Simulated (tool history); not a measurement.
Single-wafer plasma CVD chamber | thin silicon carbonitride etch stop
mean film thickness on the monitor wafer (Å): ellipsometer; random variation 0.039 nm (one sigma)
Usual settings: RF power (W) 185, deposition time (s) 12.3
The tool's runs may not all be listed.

run,hour,RF power (W),deposition time (s),"read-back reference wafer on the same gauge, thickness_nm",mean film thickness on the monitor wafer (Å)
1,0,185,12.3,6.717,68.69
2,16.9,185,14.3,6.734,79.85
3,28.7,185,12.3,6.724,69.03
# hour 80.8: thermocouple changed; heater temperature recalibrated
4,81.3,185,12.3,6.716,68.72
# hour 94.3: showerhead replaced
5,94.8,185,12.3,6.715,69.21
6,95.8,185,12.3,6.721,69.46
7,106.2,185,12.3,6.725,68.57
8,113.8,185,12.3,6.718,68.82
# hour 122.6: gauge calibrated
9,129.9,185,12.3,6.709,68.88
10,138.6,185,12.3,6.718,68.4
11,154.5,185,12.3,6.717,69.4
12,165.2,185,12.3,6.719,68.36
13,179.9,185,12.3,6.713,68.3
# hour 192.9: RF generator calibrated
14,193.4,185,10,6.714,58.15
15,198.4,205,13.5,6.715,83.09
16,206.8,185,12.3,6.719,71.36
17,222.9,185,12.3,6.717,71.65
18,231,200,13.7,6.721,82.21
19,246.9,200,14.4,6.723,86.71
20,263.9,185,13.5,6.717,77.82
21,271,205,12.9,6.718,78.57
22,286.7,185,12.3,6.726,70.7
23,298.1,210,10.3,6.718,62.54
24,306.7,200,14,6.718,83.56
25,315.8,185,12.3,6.712,69.95
26,328.7,160,11.1,6.72,59.06
27,340.6,200,11.3,6.706,67.39
28,354,160,11.4,6.717,61.2
29,368.6,185,10.6,6.72,60.83
30,377.2,185,12.3,6.715,70.52
31,384.7,155,14,6.716,72.31
32,396.7,210,12.3,6.731,74.28
33,406.7,155,11.6,6.728,60.34
34,419.9,185,12.3,6.717,69.7
35,433.5,160,11.5,6.719,60.67
36,449.1,170,14.5,6.718,78.84

Forecast each of these 4 alternatives for the next run:
A,449.5,165,12.3,?,?
B,449.5,220,11.7,?,?
C,449.5,155,9.9,?,?
D,449.5,165,13.2,?,?

run,"read-back reference wafer on the same gauge, thickness_nm",mean film thickness on the monitor wafer (Å)
A,6.712,66.5
B,6.712,72.7
C,6.712,51.73
D,6.712,71.36
Without the tool's hidden state the same runs would have given:
run,mean film thickness on the monitor wafer (Å)
A,68.41
B,74.79
C,53.22
D,73.41
